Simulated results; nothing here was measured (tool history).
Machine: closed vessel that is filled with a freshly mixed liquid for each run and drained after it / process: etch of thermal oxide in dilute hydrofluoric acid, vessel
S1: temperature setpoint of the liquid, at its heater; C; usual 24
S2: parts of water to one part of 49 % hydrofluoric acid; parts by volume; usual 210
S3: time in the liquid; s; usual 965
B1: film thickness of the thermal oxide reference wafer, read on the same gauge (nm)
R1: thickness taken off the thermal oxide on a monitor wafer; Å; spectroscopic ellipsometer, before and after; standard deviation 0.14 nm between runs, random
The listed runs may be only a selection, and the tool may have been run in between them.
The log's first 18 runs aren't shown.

At hour 1237.1: gauge calibrated.
Run 19, hour 1259.3: usual settings but S1 21 C, S2 305 parts by volume, S3 1505 s; B1 49.99. Result: R1 165.5 Å.
Run 20, hour 1332.5: usual settings but S2 150 parts by volume; B1 49.99. Result: R1 284.2 Å.
At hour 1456.6: hydrofluoric acid flow meter replaced.
Run 21, hour 1503.4: usual settings but S1 26.5 C, S2 115 parts by volume, S3 525 s; B1 49.99. Result: R1 232.9 Å.
Run 22, hour 1565.2: usual settings but S1 22 C, S2 245 parts by volume, S3 505 s; B1 49.96. Result: R1 76.7 Å.
Run 23, hour 1668.2: usual settings but S1 19.5 C, S3 525 s; B1 50.04. Result: R1 87.3 Å.
Run 24, hour 1756.9: usual settings but S2 125 parts by volume; B1 50.01. Result: R1 354.5 Å.
At hour 1770.1: thermometer replaced.
Run 25, hour 1819.2: usual settings but S3 1335 s; B1 50. Result: R1 249.2 Å.
Run 26, hour 1867.3: usual settings but S2 130 parts by volume; B1 50. Result: R1 320.1 Å.
Run 27, hour 1926.3: usual settings; B1 50. Result: R1 185.3 Å.
Run 28, hour 1986.3: usual settings but S2 250 parts by volume, S3 600 s; B1 50.02. Result: R1 91.4 Å.
Run 29, hour 2046.3: usual settings but S1 22.5 C, S2 145 parts by volume, S3 1385 s; B1 50.01. Result: R1 390.8 Å.
Run 30, hour 2089: usual settings; B1 50. Result: R1 185.5 Å.
Run 31, hour 2164.9: usual settings but S1 26 C; B1 49.98. Result: R1 199.6 Å.
Run 32, hour 2223.1: usual settings but S1 22.5 C, S2 245 parts by volume, S3 665 s; B1 50.03. Result: R1 99.2 Å.

Here are 5 independent what-if runs from the current tool condition. What would each one return?
Run A, hour 2224: usual settings but S1 27 C; B1 ?. Result: R1 ?.
Run B, hour 2224: usual settings but S1 19.5 C, S2 145 parts by volume, S3 460 s; B1 ?. Result: R1 ?.
Run C, hour 2224: usual settings but S1 20.5 C, S2 260 parts by volume, S3 710 s; B1 ?. Result: R1 ?.
Run D, hour 2224: usual settings but S1 28.5 C, S3 1190 s; B1 ?. Result: R1 ?.
Run E, hour 2224: usual settings but S1 27 C, S2 290 parts by volume, S3 1195 s; B1 ?. Result: R1 ?.

run     B1     R1
  A  50.02  204.5
  B  50.02  114.2
  C  50.02   91.2
  D  50.02  265.8
  E  50.02    168
Stripped of hidden state, with their random variation kept, the same runs would have yielded:
run     R1
  A  202.3
  B  112.9
  C   90.2
  D    263
  E  166.3

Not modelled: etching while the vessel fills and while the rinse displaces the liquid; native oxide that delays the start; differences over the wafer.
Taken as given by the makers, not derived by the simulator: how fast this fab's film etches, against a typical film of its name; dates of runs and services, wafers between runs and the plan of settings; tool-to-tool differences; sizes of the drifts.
